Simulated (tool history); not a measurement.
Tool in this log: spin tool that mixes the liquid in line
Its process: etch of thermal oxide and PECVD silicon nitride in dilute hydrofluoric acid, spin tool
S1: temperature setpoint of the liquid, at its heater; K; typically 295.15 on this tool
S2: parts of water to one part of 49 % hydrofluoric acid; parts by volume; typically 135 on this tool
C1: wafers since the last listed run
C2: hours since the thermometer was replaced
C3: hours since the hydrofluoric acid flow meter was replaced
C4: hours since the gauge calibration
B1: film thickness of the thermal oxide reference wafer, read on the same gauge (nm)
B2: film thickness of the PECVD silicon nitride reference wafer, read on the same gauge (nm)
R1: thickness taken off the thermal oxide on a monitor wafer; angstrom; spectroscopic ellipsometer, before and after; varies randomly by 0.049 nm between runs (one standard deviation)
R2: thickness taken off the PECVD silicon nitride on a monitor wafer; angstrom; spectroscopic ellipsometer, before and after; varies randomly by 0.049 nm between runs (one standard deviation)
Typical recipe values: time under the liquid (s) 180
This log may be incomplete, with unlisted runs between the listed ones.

Run 1, hour 0: usual settings but S2 115 parts by volume, time under the liquid (s) 240; C1 0; C2 1124.4; C3 766.5; C4 376.3; B1 109.99; B2 40. Result: R1 81.6 angstrom, R2 79.6 angstrom.
Run 2, hour 25.5: usual settings but S2 115 parts by volume, time under the liquid (s) 240; C1 186; C2 1149.9; C3 792; C4 401.8; B1 109.97; B2 40.02. Result: R1 81.7 angstrom, R2 79.5 angstrom.
Run 3, hour 50.1: usual settings; C1 179; C2 1174.5; C3 816.6; C4 426.4; B1 110.01; B2 39.99. Result: R1 49.4 angstrom, R2 50.3 angstrom.
Run 4, hour 67.4: usual settings but S2 90 parts by volume; C1 126; C2 1191.8; C3 833.9; C4 443.7; B1 110; B2 39.99. Result: R1 80.4 angstrom, R2 74.1 angstrom.
Run 5, hour 90: usual settings but S2 90 parts by volume; C1 165; C2 1214.4; C3 856.5; C4 466.3; B1 109.98; B2 39.99. Result: R1 80.4 angstrom, R2 74.4 angstrom.
Run 6, hour 124.7: usual settings; C1 253; C2 1249.1; C3 891.2; C4 501; B1 110; B2 40. Result: R1 49.2 angstrom, R2 49.5 angstrom.
Run 7, hour 158.6: usual settings; C1 247; C2 1283; C3 925.1; C4 534.9; B1 110.03; B2 39.97. Result: R1 50 angstrom, R2 49.8 angstrom.
Run 8, hour 170.9: usual settings; C1 89; C2 1295.3; C3 937.4; C4 547.2; B1 110.02; B2 39.99. Result: R1 50.4 angstrom, R2 50 angstrom.
Run 9, hour 190.6: usual settings; C1 144; C2 1315; C3 957.1; C4 566.9; B1 109.98; B2 40. Result: R1 50.1 angstrom, R2 50 angstrom.
Run 10, hour 210.5: usual settings; C1 145; C2 1334.9; C3 977; C4 586.8; B1 109.99; B2 40.01. Result: R1 49.3 angstrom, R2 50.3 angstrom.
Run 11, hour 243.5: usual settings but S1 298.65 K, S2 70 parts by volume, time under the liquid (s) 120; C1 241; C2 1367.9; C3 1010; C4 619.8; B1 109.99; B2 39.99. Result: R1 78.4 angstrom, R2 79.6 angstrom.
Run 12, hour 265.2: usual settings; C1 158; C2 1389.6; C3 1031.7; C4 641.5; B1 109.99; B2 40.01. Result: R1 49.9 angstrom, R2 49.8 angstrom.
Run 13, hour 290.2: usual settings but S1 292.15 K; C1 182; C2 1414.6; C3 1056.7; C4 666.5; B1 110.04; B2 39.99. Result: R1 43.7 angstrom, R2 41.3 angstrom.
Run 14, hour 307: usual settings; C1 122; C2 1431.4; C3 1073.5; C4 683.3; B1 109.97; B2 40. Result: R1 49.6 angstrom, R2 49.8 angstrom.
Run 15, hour 324.7: usual settings but S1 291.15 K; C1 129; C2 1449.1; C3 1091.2; C4 701; B1 109.99; B2 40. Result: R1 41.9 angstrom, R2 37.9 angstrom.
At hour 338.6: hydrofluoric acid flow meter replaced.
Run 16, hour 339: usual settings but S1 291.65 K, S2 185 parts by volume, time under the liquid (s) 125; C1 97; C2 1463.4; C3 0.4; C4 715.3; B1 109.98; B2 40.02. Result: R1 22.3 angstrom, R2 21 angstrom.
Run 17, hour 356.2: usual settings but S1 291.15 K, S2 75 parts by volume, time under the liquid (s) 115; C1 125; C2 1480.6; C3 17.6; C4 732.5; B1 110; B2 40. Result: R1 55.4 angstrom, R2 45.7 angstrom.
Run 18, hour 377.2: usual settings but S1 296.65 K, time under the liquid (s) 80; C1 153; C2 1501.6; C3 38.6; C4 753.5; B1 109.98; B2 40.01. Result: R1 25.1 angstrom, R2 26 angstrom.
Run 19, hour 402.4: usual settings but S2 200 parts by volume; C1 184; C2 1526.8; C3 63.8; C4 778.7; B1 109.99; B2 40.01. Result: R1 33.4 angstrom, R2 35.8 angstrom.
At hour 407.6: gauge calibrated.
Run 20, hour 418.8: usual settings but time under the liquid (s) 85; C1 119; C2 1543.2; C3 80.2; C4 11.2; B1 110.01; B2 39.97. Result: R1 25.2 angstrom, R2 25 angstrom.
Run 21, hour 448: usual settings but S2 115 parts by volume; C1 213; C2 1572.4; C3 109.4; C4 40.4; B1 109.99; B2 40.03. Result: R1 63 angstrom, R2 60.9 angstrom.
Run 22, hour 472: usual settings but S1 291.15 K, S2 75 parts by volume, time under the liquid (s) 115; C1 175; C2 1596.4; C3 133.4; C4 64.4; B1 109.96; B2 39.99. Result: R1 54.6 angstrom, R2 44.7 angstrom.

Run 23 is up next; what results do you expect?
Run 23, hour 504.7: usual settings but time under the liquid (s) 245; C1 239; C2 1629.1; C3 166.1; C4 97.1; B1 ?; B2 ?. Result: R1 ?, R2 ?.

B1: 110.01
B2: 39.99
R1: 71.6 angstrom
R2: 71.9 angstrom
With the hidden condition absent and the run-to-run variation left alone, this run would have shown R1 73.2 angstrom, R2 73.3 angstrom.
